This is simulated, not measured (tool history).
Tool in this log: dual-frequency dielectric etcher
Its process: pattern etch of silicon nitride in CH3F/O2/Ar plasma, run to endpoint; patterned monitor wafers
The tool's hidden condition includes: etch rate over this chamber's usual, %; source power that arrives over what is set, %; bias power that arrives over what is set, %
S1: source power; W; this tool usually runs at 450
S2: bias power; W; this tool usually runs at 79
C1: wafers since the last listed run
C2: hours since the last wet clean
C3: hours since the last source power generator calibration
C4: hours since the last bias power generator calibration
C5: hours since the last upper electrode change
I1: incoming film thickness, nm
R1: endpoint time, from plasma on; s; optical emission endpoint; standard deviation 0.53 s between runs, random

Run 1, hour 0.0: usual settings; C1 0; C2 306.2; C3 1781.8; C4 4359.3; C5 4003.1; I1 42.64. Result: R1 56.5 s.
Run 2, hour 30.3: usual settings; C1 315; C2 336.5; C3 1812.1; C4 4389.6; C5 4033.4; I1 42.89. Result: R1 56.9 s.
Run 3, hour 44.2: usual settings; C1 144; C2 350.4; C3 1826.0; C4 4403.5; C5 4047.3; I1 43.15. Result: R1 58.1 s.
Run 4, hour 68.9: usual settings; C1 257; C2 375.1; C3 1850.7; C4 4428.2; C5 4072.0; I1 42.85. Result: R1 56.2 s.
At hour 109.0: wet clean of the chamber.
Run 5, hour 109.5: usual settings but S1 430 W; C1 173; C2 0.5; C3 1891.3; C4 4468.8; C5 4112.6; I1 42.93. Result: R1 61.8 s.
Run 6, hour 109.9: usual settings but S2 63 W; C1 4; C2 0.9; C3 1891.7; C4 4469.2; C5 4113.0; I1 42.69. Result: R1 68.2 s.
Run 7, hour 134.6: usual settings but S2 63 W; C1 257; C2 25.6; C3 1916.4; C4 4493.9; C5 4137.7; I1 43.00. Result: R1 67.7 s.
Run 8, hour 170.1: usual settings; C1 370; C2 61.1; C3 1951.9; C4 4529.4; C5 4173.2; I1 43.02. Result: R1 59.5 s.
Run 9, hour 202.2: usual settings; C1 334; C2 93.2; C3 1984.0; C4 4561.5; C5 4205.3; I1 43.20. Result: R1 60.2 s.
Run 10, hour 225.0: usual settings; C1 237; C2 116.0; C3 2006.8; C4 4584.3; C5 4228.1; I1 43.24. Result: R1 60.0 s.
Run 11, hour 257.9: usual settings but S2 66 W; C1 343; C2 148.9; C3 2039.7; C4 4617.2; C5 4261.0; I1 43.02. Result: R1 65.2 s.
Run 12, hour 271.5: usual settings but S1 390 W, S2 86 W; C1 141; C2 162.5; C3 2053.3; C4 4630.8; C5 4274.6; I1 43.15. Result: R1 62.3 s.
Run 13, hour 303.6: usual settings; C1 334; C2 194.6; C3 2085.4; C4 4662.9; C5 4306.7; I1 42.66. Result: R1 58.3 s.
At hour 333.9: bias power generator calibrated.
Run 14, hour 347.9: usual settings; C1 420; C2 238.9; C3 2129.7; C4 14.0; C5 4351.0; I1 42.97. Result: R1 58.5 s.

Expected results for the next run?
Run 15, hour 360.9: usual settings but S2 60 W; C1 135; C2 251.9; C3 2142.7; C4 27.0; C5 4364.0; I1 42.80. Result: R1 ?.

{"run 15": {"R1": 66.2}}
If the tool had no hidden condition, the same run with the same run-to-run variation would have returned R1 68.7 s.

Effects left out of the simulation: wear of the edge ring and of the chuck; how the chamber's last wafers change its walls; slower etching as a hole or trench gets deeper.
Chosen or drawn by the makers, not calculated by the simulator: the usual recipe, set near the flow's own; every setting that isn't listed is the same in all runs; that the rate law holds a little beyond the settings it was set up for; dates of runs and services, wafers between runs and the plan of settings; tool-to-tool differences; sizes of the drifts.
